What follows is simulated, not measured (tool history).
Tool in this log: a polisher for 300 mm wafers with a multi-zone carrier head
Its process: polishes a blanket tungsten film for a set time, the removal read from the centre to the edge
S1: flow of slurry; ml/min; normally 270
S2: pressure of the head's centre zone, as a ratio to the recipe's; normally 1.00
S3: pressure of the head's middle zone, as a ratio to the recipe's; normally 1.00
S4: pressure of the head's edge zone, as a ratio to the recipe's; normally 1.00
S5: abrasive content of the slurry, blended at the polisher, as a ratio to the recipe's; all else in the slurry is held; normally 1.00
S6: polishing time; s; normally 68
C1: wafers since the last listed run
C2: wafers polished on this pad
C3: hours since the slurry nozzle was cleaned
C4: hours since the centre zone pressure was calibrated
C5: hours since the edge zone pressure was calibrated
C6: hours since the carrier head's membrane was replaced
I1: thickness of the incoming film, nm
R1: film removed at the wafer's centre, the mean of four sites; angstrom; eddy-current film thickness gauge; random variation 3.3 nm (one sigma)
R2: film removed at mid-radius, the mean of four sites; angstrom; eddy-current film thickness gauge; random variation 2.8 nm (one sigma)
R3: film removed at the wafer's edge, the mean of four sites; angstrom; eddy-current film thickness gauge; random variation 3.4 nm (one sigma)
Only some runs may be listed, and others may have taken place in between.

| run | day | S1 | S2 | S3 | S4 | S5 | S6 | C1 | C2 | C3 | C4 | C5 | C6 | I1 | R1 | R2 | R3 |
|---|---|---|---|---|---|---|---|---|---|---|---|---|---|---|---|---|---|
| 1 | 0.000 | 270 | 1.00 | 1.00 | 1.00 | 1.00 | 68 | 0 | 2535 | 550.6 | 906.2 | 247.6 | 666.9 | 1409.8 | 3272 | 3378 | 3338 |
| 2 | 1.571 | 270 | 1.00 | 1.00 | 1.00 | 1.00 | 68 | 351 | 2887 | 588.3 | 943.9 | 285.3 | 704.6 | 1417.9 | 3310 | 3337 | 3380 |
| 3 | 5.183 | 270 | 1.00 | 1.00 | 1.00 | 1.00 | 68 | 809 | 3696 | 675.0 | 1030.6 | 372.0 | 791.3 | 1429.0 | 3179 | 3304 | 3258 |
|  | 5.921 | slurry nozzle cleaned |
|  | 9.675 | worn pad replaced by a new one |
|  | 9.696 | centre zone pressure recalibrated |
| 4 | 16.733 | 270 | 1.00 | 1.00 | 1.00 | 1.00 | 68 | 2535 | 1575 | 259.5 | 168.9 | 649.2 | 1068.5 | 1424.7 | 3436 | 3503 | 3387 |
| 5 | 21.146 | 270 | 1.00 | 1.00 | 1.00 | 1.00 | 78 | 988 | 2564 | 365.4 | 274.8 | 755.1 | 1174.4 | 1402.9 | 3862 | 3996 | 3872 |
| 6 | 23.954 | 220 | 1.06 | 1.00 | 1.00 | 1.00 | 68 | 628 | 3192 | 432.8 | 342.2 | 822.5 | 1241.8 | 1452.7 | 3381 | 3309 | 3328 |
| 7 | 28.042 | 240 | 0.95 | 1.00 | 1.00 | 1.00 | 68 | 915 | 4108 | 530.9 | 440.3 | 920.6 | 1339.9 | 1446.7 | 3067 | 3317 | 3269 |
|  | 29.954 | worn pad replaced by a new one |
|  | 32.088 | slurry nozzle cleaned |
| 8 | 32.262 | 270 | 1.00 | 1.00 | 1.00 | 1.00 | 68 | 898 | 508 | 4.2 | 541.6 | 1021.9 | 1441.2 | 1411.2 | 3389 | 3580 | 3448 |
| 9 | 33.996 | 270 | 1.00 | 1.00 | 1.00 | 1.00 | 68 | 388 | 896 | 45.8 | 583.2 | 1063.5 | 1482.8 | 1404.6 | 3524 | 3529 | 3431 |
|  | 35.204 | carrier head's membrane replaced by a new one, of another model than before |
| 10 | 36.500 | 270 | 1.00 | 1.00 | 1.00 | 1.00 | 60 | 514 | 1410 | 105.9 | 643.3 | 1123.6 | 31.1 | 1426.3 | 3082 | 3125 | 3053 |
| 11 | 39.421 | 365 | 1.00 | 0.94 | 1.00 | 1.00 | 68 | 654 | 2064 | 176.0 | 713.4 | 1193.7 | 101.2 | 1431.3 | 3523 | 3460 | 3495 |
|  | 39.608 | edge zone pressure recalibrated |
| 12 | 42.067 | 230 | 1.00 | 1.00 | 1.00 | 1.00 | 68 | 573 | 2638 | 239.5 | 776.9 | 59.0 | 164.7 | 1441.1 | 3399 | 3467 | 3400 |
| 13 | 43.650 | 270 | 1.00 | 1.00 | 1.00 | 1.15 | 68 | 354 | 2992 | 277.5 | 814.9 | 97.0 | 202.7 | 1418.0 | 3515 | 3622 | 3549 |
| 14 | 45.858 | 210 | 1.06 | 1.00 | 1.00 | 0.85 | 68 | 494 | 3487 | 330.5 | 867.9 | 150.0 | 255.7 | 1421.0 | 3242 | 3203 | 3153 |
| 15 | 49.112 | 270 | 1.00 | 0.88 | 1.00 | 1.00 | 92 | 728 | 4216 | 408.6 | 946.0 | 228.1 | 333.8 | 1433.9 | 4598 | 4356 | 4567 |
| 16 | 53.183 | 230 | 1.00 | 0.89 | 0.95 | 1.00 | 80 | 911 | 5127 | 506.3 | 1043.7 | 325.8 | 431.5 | 1431.8 | 3804 | 3666 | 3788 |
|  | 53.567 | worn pad replaced by a new one |
| 17 | 56.388 | 270 | 1.11 | 1.00 | 0.95 | 1.00 | 68 | 680 | 631 | 583.2 | 1120.6 | 402.7 | 508.4 | 1454.3 | 3552 | 3410 | 3248 |
|  | 60.125 | slurry nozzle cleaned |
| 18 | 60.788 | 270 | 1.00 | 1.00 | 1.00 | 1.00 | 68 | 976 | 1607 | 15.9 | 1226.2 | 508.3 | 614.0 | 1449.3 | 3443 | 3483 | 3460 |
| 19 | 62.758 | 330 | 1.05 | 1.10 | 1.00 | 0.80 | 68 | 441 | 2049 | 63.2 | 1273.5 | 555.6 | 661.3 | 1450.0 | 3477 | 3536 | 3262 |
|  | 64.442 | centre zone pressure recalibrated |
| 20 | 64.662 | 355 | 1.00 | 1.00 | 1.08 | 1.20 | 68 | 407 | 2456 | 108.9 | 5.3 | 601.3 | 707.0 | 1416.0 | 3756 | 3788 | 3886 |
| 21 | 68.512 | 270 | 1.00 | 1.00 | 1.00 | 1.00 | 68 | 862 | 3319 | 201.3 | 97.7 | 693.7 | 799.4 | 1410.2 | 3415 | 3503 | 3464 |
| 22 | 71.362 | 270 | 1.07 | 1.00 | 1.11 | 1.00 | 68 | 638 | 3957 | 269.7 | 166.1 | 762.1 | 867.8 | 1453.0 | 3604 | 3529 | 3701 |

Selected run-to-run steps in R1, each split into two signed amounts: the part the tool would show with no hidden state at all (from settings, incoming material and random variation), and the remainder, which goes to the hidden state together with any gauge scatter not common to the measured and the hidden-state-free results:
Hidden state present: removal rate lost through wear of the pad, %; slurry flow missing at the pad, %; deviation of the centre zone's pressure from its setpoint, %; deviation of the edge zone's pressure from its setpoint, %.
Run 3 -> 4: slurry nozzle cleaned, worn pad replaced by a new one, centre zone pressure recalibrated. R1 +257 angstrom: hidden state +213, all else +44.
Run 14 -> 15: S1 210 -> 270, S2 1.06 -> 1.00, S3 1.00 -> 0.88, S5 0.85 -> 1.00, S6 68 -> 92. R1 +1356 angstrom: hidden state -41, all else +1397.
Run 15 -> 16: S1 270 -> 230, S3 0.88 -> 0.89, S4 1.00 -> 0.95, S6 92 -> 80. R1 -794 angstrom: hidden state -64, all else -730.
Run 17 -> 18: S2 1.11 -> 1.00, S4 0.95 -> 1.00, slurry nozzle cleaned. R1 -109 angstrom: hidden state +182, all else -291.

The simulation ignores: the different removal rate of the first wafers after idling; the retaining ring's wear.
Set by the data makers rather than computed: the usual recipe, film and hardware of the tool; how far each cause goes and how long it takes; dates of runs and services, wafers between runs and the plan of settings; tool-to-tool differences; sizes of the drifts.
